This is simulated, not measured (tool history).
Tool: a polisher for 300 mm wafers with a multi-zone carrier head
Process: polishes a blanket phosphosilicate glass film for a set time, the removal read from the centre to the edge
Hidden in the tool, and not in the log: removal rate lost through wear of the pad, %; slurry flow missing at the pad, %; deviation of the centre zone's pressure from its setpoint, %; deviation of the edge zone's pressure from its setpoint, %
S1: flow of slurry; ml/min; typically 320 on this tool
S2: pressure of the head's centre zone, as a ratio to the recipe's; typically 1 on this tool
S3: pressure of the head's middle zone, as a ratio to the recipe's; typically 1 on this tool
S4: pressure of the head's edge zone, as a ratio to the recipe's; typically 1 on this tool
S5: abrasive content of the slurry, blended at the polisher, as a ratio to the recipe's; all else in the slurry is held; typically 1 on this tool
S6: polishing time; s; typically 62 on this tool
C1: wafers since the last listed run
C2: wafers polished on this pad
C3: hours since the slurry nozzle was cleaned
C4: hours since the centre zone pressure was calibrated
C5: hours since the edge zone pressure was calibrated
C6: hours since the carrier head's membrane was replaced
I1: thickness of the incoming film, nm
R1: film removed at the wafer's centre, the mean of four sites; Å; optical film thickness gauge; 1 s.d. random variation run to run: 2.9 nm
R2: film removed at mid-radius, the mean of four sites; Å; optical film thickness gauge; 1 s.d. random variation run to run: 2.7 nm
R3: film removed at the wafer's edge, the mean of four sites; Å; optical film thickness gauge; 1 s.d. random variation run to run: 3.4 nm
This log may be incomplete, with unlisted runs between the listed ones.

run,hour,S1,S2,S3,S4,S5,S6,C1,C2,C3,C4,C5,C6,I1,R1,R2,R3
1,0,320,1.09,1,1,1,62,0,477,407.9,35.5,89.1,10.8,1962,3810,3481,3598
2,9.6,320,1.09,1,1,1,62,68,545,417.5,45.1,98.7,20.4,1958.8,3838,3554,3593
3,25.2,320,1,1,1,1,62,111,657,433.1,60.7,114.3,36,1905.6,3508,3507,3587
4,35.5,355,1,1,1.09,1,62,73,730,443.4,71,124.6,46.3,1907.9,3606,3495,3759
5,46.8,225,1,1.05,1,1,52,80,811,454.7,82.3,135.9,57.6,1918.3,2770,2881,2891
6,61,210,0.97,1,1.09,1.1,62,101,913,468.9,96.5,150.1,71.8,1933.1,3258,3331,3590
# hour 63.9: slurry nozzle cleaned
7,70.3,290,1,1,1,1,62,59,972,6.4,105.8,159.4,81.1,1944.1,3682,3609,3717
8,82.5,320,1,0.88,1,0.9,48,87,1059,18.6,118,171.6,93.3,1923.6,2791,2458,2818
# hour 89.8: worn pad replaced by a new one
9,90.3,320,1,1,1,1.25,62,27,3,26.4,125.8,179.4,101.1,1929.3,4067,3979,3966
10,95.4,320,0.9,1.08,1.08,1,45,36,39,31.5,130.9,184.5,106.2,1926.8,2531,2862,2777
11,112.2,320,1.11,1,1.1,1.15,62,120,159,48.3,147.7,201.3,123,1902.1,4177,3864,4126
12,127.4,320,1,1,1,1,62,108,268,63.5,162.9,216.5,138.2,1938.4,3737,3687,3726
13,136,225,1,1,1,1,62,61,329,72.1,171.5,225.1,146.8,1950.8,3550,3526,3572
14,178.9,320,1,1,1,1,54,306,636,115,214.4,268,189.7,1929.3,3234,3202,3181
15,194.3,320,1,1,1,1,62,110,746,130.4,229.8,283.4,205.1,1921.9,3712,3654,3674
16,207,260,0.92,1,1,1,53,90,837,143.1,242.5,296.1,217.8,1945.6,2916,3075,3024
17,213.2,320,1.1,1,1,1,52,44,881,149.3,248.7,302.3,224,1931.6,3339,3068,3039
18,224.8,320,1,0.91,0.91,1,83,82,964,160.9,260.3,313.9,235.6,1933.9,4966,4465,4714
19,231.5,320,1,1,1,1,62,47,1012,167.6,267,320.6,242.3,1942.4,3728,3634,3733

The next listed run, before its measurement:
# hour 241.4: worn pad replaced by a new one
20,243.6,320,1,1,1.1,1,71,57,15,179.7,279.1,332.7,254.4,1928.8,?,?,?

Run 20 produced R1 4291 Å, R2 4152 Å, R3 4422 Å.
Were there no unlogged condition in the tool, this run, its random variation unchanged, would have produced R1 4365 Å, R2 4217 Å, R3 4474 Å.
